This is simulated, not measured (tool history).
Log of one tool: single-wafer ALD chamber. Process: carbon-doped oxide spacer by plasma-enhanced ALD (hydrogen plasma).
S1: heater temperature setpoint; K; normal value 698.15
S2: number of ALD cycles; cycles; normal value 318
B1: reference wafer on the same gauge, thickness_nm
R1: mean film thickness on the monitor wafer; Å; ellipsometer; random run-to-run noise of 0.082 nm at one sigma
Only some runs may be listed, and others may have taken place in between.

{"run": 1, "hour": 0.0, "S1": 698.15, "S2": 301, "B1": 15.154, "R1": 136.39}
{"run": 2, "hour": 22.0, "S1": 698.15, "S2": 301, "B1": 15.084, "R1": 135.78}
{"run": 3, "hour": 57.7, "S1": 698.15, "S2": 301, "B1": 15.131, "R1": 135.15}
{"run": 4, "hour": 84.2, "S1": 698.15, "S2": 318, "B1": 15.115, "R1": 143.57}
{"run": 5, "hour": 97.7, "S1": 698.15, "S2": 349, "B1": 15.092, "R1": 157.54}
{"run": 6, "hour": 115.5, "S1": 698.15, "S2": 349, "B1": 15.088, "R1": 156.48}
{"run": 7, "hour": 132.3, "S1": 698.15, "S2": 318, "B1": 15.112, "R1": 144.21}
{"run": 8, "hour": 145.3, "S1": 698.15, "S2": 303, "B1": 15.088, "R1": 135.69}
{"run": 9, "hour": 158.4, "S1": 698.15, "S2": 318, "B1": 15.114, "R1": 142.61}
{"run": 10, "hour": 193.1, "S1": 698.15, "S2": 318, "B1": 15.106, "R1": 144.54}
{"run": 11, "hour": 220.8, "S1": 698.15, "S2": 318, "B1": 15.097, "R1": 145.48}
{"run": 12, "hour": 248.7, "S1": 686.15, "S2": 361, "B1": 15.102, "R1": 169.73}
{"run": 13, "hour": 262.1, "S1": 706.15, "S2": 318, "B1": 15.082, "R1": 140.05}
{"hour": 265.0, "done": "gauge calibrated"}
{"run": 14, "hour": 294.4, "S1": 704.15, "S2": 349, "B1": 15.127, "R1": 154.56}
{"run": 15, "hour": 311.7, "S1": 698.15, "S2": 303, "B1": 15.128, "R1": 136.79}
{"run": 16, "hour": 326.9, "S1": 698.15, "S2": 318, "B1": 15.11, "R1": 144.27}
{"hour": 355.3, "done": "thermocouple changed; heater temperature recalibrated"}
{"run": 17, "hour": 356.4, "S1": 710.15, "S2": 343, "B1": 15.09, "R1": 150.33}
{"run": 18, "hour": 383.4, "S1": 698.15, "S2": 318, "B1": 15.102, "R1": 142.89}
{"run": 19, "hour": 409.3, "S1": 708.15, "S2": 318, "B1": 15.114, "R1": 139.31}

Forecast run 20:
{"run": 20, "hour": 443.8, "S1": 698.15, "S2": 301, "B1": "?", "R1": "?"}

{"run 20": {"B1": 15.113, "R1": 135.7}}
Without the tool's hidden state the same run would have given R1 135.7 Å.
